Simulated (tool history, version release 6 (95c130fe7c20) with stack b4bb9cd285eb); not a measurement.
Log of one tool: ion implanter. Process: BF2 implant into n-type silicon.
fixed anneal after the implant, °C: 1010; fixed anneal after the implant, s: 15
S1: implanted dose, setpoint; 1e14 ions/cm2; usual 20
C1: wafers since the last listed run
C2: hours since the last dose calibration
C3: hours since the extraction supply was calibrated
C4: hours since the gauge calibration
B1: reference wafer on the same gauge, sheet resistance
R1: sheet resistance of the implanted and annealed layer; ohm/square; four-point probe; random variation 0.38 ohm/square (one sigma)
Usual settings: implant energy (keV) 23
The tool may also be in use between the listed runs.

{"run": 1, "hour": 0.0, "S1": 23.17, "implant energy (keV)": 23, "C1": 0, "C2": 1076.1, "C3": 1392.9, "C4": 336.1, "B1": 142.05, "R1": 144.52}
{"run": 2, "hour": 53.7, "S1": 23.17, "implant energy (keV)": 23, "C1": 787, "C2": 1129.8, "C3": 1446.6, "C4": 389.8, "B1": 142.01, "R1": 144.45}
{"run": 3, "hour": 111.0, "S1": 20, "implant energy (keV)": 23, "C1": 840, "C2": 1187.1, "C3": 1503.9, "C4": 447.1, "B1": 141.99, "R1": 145.43}
{"hour": 140.7, "done": "Faraday cup replaced and dose calibrated"}
{"run": 4, "hour": 164.6, "S1": 20, "implant energy (keV)": 23, "C1": 668, "C2": 23.9, "C3": 1557.5, "C4": 500.7, "B1": 141.94, "R1": 146.82}
{"run": 5, "hour": 221.6, "S1": 20, "implant energy (keV)": 23, "C1": 835, "C2": 80.9, "C3": 1614.5, "C4": 557.7, "B1": 141.95, "R1": 146.62}
{"run": 6, "hour": 270.1, "S1": 17.88, "implant energy (keV)": 23, "C1": 711, "C2": 129.4, "C3": 1663, "C4": 606.2, "B1": 142, "R1": 148.09}
{"run": 7, "hour": 331.3, "S1": 17.88, "implant energy (keV)": 23, "C1": 897, "C2": 190.6, "C3": 1724.2, "C4": 667.4, "B1": 142.01, "R1": 147.66}
{"run": 8, "hour": 398.7, "S1": 17.88, "implant energy (keV)": 23, "C1": 988, "C2": 258, "C3": 1791.6, "C4": 734.8, "B1": 142.03, "R1": 148.09}
{"run": 9, "hour": 470.6, "S1": 20, "implant energy (keV)": 23, "C1": 1054, "C2": 329.9, "C3": 1863.5, "C4": 806.7, "B1": 142.09, "R1": 146.57}
{"run": 10, "hour": 527.4, "S1": 23.74, "implant energy (keV)": 23, "C1": 833, "C2": 386.7, "C3": 1920.3, "C4": 863.5, "B1": 142, "R1": 144.74}
{"run": 11, "hour": 552.7, "S1": 23.74, "implant energy (keV)": 23, "C1": 371, "C2": 412, "C3": 1945.6, "C4": 888.8, "B1": 141.92, "R1": 143.92}
{"run": 12, "hour": 585.8, "S1": 23.74, "implant energy (keV)": 23, "C1": 485, "C2": 445.1, "C3": 1978.7, "C4": 921.9, "B1": 141.99, "R1": 144.92}
{"run": 13, "hour": 612.7, "S1": 17.39, "implant energy (keV)": 25, "C1": 394, "C2": 472, "C3": 2005.6, "C4": 948.8, "B1": 142.03, "R1": 142.69}
{"hour": 642.9, "done": "gauge calibrated"}
{"run": 14, "hour": 676.6, "S1": 17.39, "implant energy (keV)": 25, "C1": 937, "C2": 535.9, "C3": 2069.5, "C4": 33.7, "B1": 141.97, "R1": 142.61}
{"run": 15, "hour": 715.4, "S1": 20, "implant energy (keV)": 23, "C1": 569, "C2": 574.7, "C3": 2108.3, "C4": 72.5, "B1": 141.94, "R1": 146.86}
{"run": 16, "hour": 747.0, "S1": 20, "implant energy (keV)": 23, "C1": 463, "C2": 606.3, "C3": 2139.9, "C4": 104.1, "B1": 141.99, "R1": 147.24}
{"run": 17, "hour": 798.2, "S1": 20, "implant energy (keV)": 23, "C1": 750, "C2": 657.5, "C3": 2191.1, "C4": 155.3, "B1": 141.98, "R1": 147.26}
{"run": 18, "hour": 829.9, "S1": 15.98, "implant energy (keV)": 25.5, "C1": 464, "C2": 689.2, "C3": 2222.8, "C4": 187, "B1": 142, "R1": 143.23}
{"run": 19, "hour": 876.8, "S1": 22.55, "implant energy (keV)": 29.5, "C1": 687, "C2": 736.1, "C3": 2269.7, "C4": 233.9, "B1": 141.95, "R1": 128.74}
{"run": 20, "hour": 944.1, "S1": 24.59, "implant energy (keV)": 16, "C1": 986, "C2": 803.4, "C3": 2337, "C4": 301.2, "B1": 142.1, "R1": 170.38}
{"run": 21, "hour": 978.9, "S1": 20, "implant energy (keV)": 25.5, "C1": 510, "C2": 838.2, "C3": 2371.8, "C4": 336, "B1": 141.99, "R1": 139.64}
{"run": 22, "hour": 1014.5, "S1": 20, "implant energy (keV)": 23, "C1": 522, "C2": 873.8, "C3": 2407.4, "C4": 371.6, "B1": 142.06, "R1": 147.38}
{"run": 23, "hour": 1045.9, "S1": 25.12, "implant energy (keV)": 19, "C1": 460, "C2": 905.2, "C3": 2438.8, "C4": 403, "B1": 141.97, "R1": 157.86}
{"run": 24, "hour": 1082.3, "S1": 17.84, "implant energy (keV)": 23, "C1": 533, "C2": 941.6, "C3": 2475.2, "C4": 439.4, "B1": 142.07, "R1": 148.93}
{"run": 25, "hour": 1116.2, "S1": 21.88, "implant energy (keV)": 27.5, "C1": 497, "C2": 975.5, "C3": 2509.1, "C4": 473.3, "B1": 142.01, "R1": 134.18}
{"run": 26, "hour": 1150.4, "S1": 24.92, "implant energy (keV)": 23, "C1": 501, "C2": 1009.7, "C3": 2543.3, "C4": 507.5, "B1": 142, "R1": 145.62}
{"run": 27, "hour": 1216.0, "S1": 20, "implant energy (keV)": 23, "C1": 962, "C2": 1075.3, "C3": 2608.9, "C4": 573.1, "B1": 142, "R1": 147.62}
{"run": 28, "hour": 1260.5, "S1": 16.21, "implant energy (keV)": 20.5, "C1": 652, "C2": 1119.8, "C3": 2653.4, "C4": 617.6, "B1": 142.08, "R1": 159.17}
{"hour": 1275.8, "done": "extraction supply calibrated"}
{"hour": 1282.1, "done": "Faraday cup replaced and dose calibrated"}
{"run": 29, "hour": 1291.9, "S1": 14.26, "implant energy (keV)": 25.5, "C1": 250, "C2": 9.8, "C3": 16.1, "C4": 649, "B1": 141.87, "R1": 144.12}
{"run": 30, "hour": 1324.0, "S1": 16.48, "implant energy (keV)": 23, "C1": 470, "C2": 41.9, "C3": 48.2, "C4": 681.1, "B1": 142.03, "R1": 147.96}
{"run": 31, "hour": 1370.9, "S1": 23.81, "implant energy (keV)": 20, "C1": 687, "C2": 88.8, "C3": 95.1, "C4": 728, "B1": 141.98, "R1": 153.48}
{"run": 32, "hour": 1437.4, "S1": 17.24, "implant energy (keV)": 16, "C1": 975, "C2": 155.3, "C3": 161.6, "C4": 794.5, "B1": 142.02, "R1": 174.16}
{"run": 33, "hour": 1610.9, "S1": 16.21, "implant energy (keV)": 17.5, "C1": 2544, "C2": 328.8, "C3": 335.1, "C4": 968, "B1": 141.97, "R1": 168.32}
{"hour": 1646.7, "done": "gauge calibrated"}
{"run": 34, "hour": 1656.8, "S1": 20, "implant energy (keV)": 28, "C1": 673, "C2": 374.7, "C3": 381, "C4": 10.1, "B1": 141.94, "R1": 131.92}
{"run": 35, "hour": 1692.9, "S1": 20, "implant energy (keV)": 28, "C1": 529, "C2": 410.8, "C3": 417.1, "C4": 46.2, "B1": 141.95, "R1": 131.99}
{"run": 36, "hour": 1747.6, "S1": 15.97, "implant energy (keV)": 16, "C1": 802, "C2": 465.5, "C3": 471.8, "C4": 100.9, "B1": 141.9, "R1": 175.59}
{"run": 37, "hour": 1780.3, "S1": 15.95, "implant energy (keV)": 23, "C1": 479, "C2": 498.2, "C3": 504.5, "C4": 133.6, "B1": 142.01, "R1": 149.14}
{"run": 38, "hour": 1848.8, "S1": 14.36, "implant energy (keV)": 19.5, "C1": 1004, "C2": 566.7, "C3": 573, "C4": 202.1, "B1": 142.03, "R1": 163.66}

What the log doesn't show, run by run:
deviation of the true dose from the Faraday cup's reading, %: 0 in every run
gauge reads high (%): 0 in every run
H1: deviation of the true energy from its setpoint, %
run=1 H1=-1.15
run=2 H1=-1.22
run=3 H1=-1.29
run=4 H1=-1.36
run=5 H1=-1.44
run=6 H1=-1.5
run=7 H1=-1.59
run=8 H1=-1.69
run=9 H1=-1.81
run=10 H1=-1.9
run=11 H1=-1.94
run=12 H1=-1.99
run=13 H1=-2.04
run=14 H1=-2.15
run=15 H1=-2.22
run=16 H1=-2.28
run=17 H1=-2.37
run=18 H1=-2.43
run=19 H1=-2.52
run=20 H1=-2.66
run=21 H1=-2.73
run=22 H1=-2.8
run=23 H1=-2.86
run=24 H1=-2.94
run=25 H1=-3.01
run=26 H1=-3.09
run=27 H1=-3.23
run=28 H1=-3.33
run=29 H1=-0.0639
run=30 H1=-0.0648
run=31 H1=-0.0677
run=32 H1=-0.075
run=33 H1=-0.112
run=34 H1=-0.126
run=35 H1=-0.138
run=36 H1=-0.159
run=37 H1=-0.173
run=38 H1=-0.204
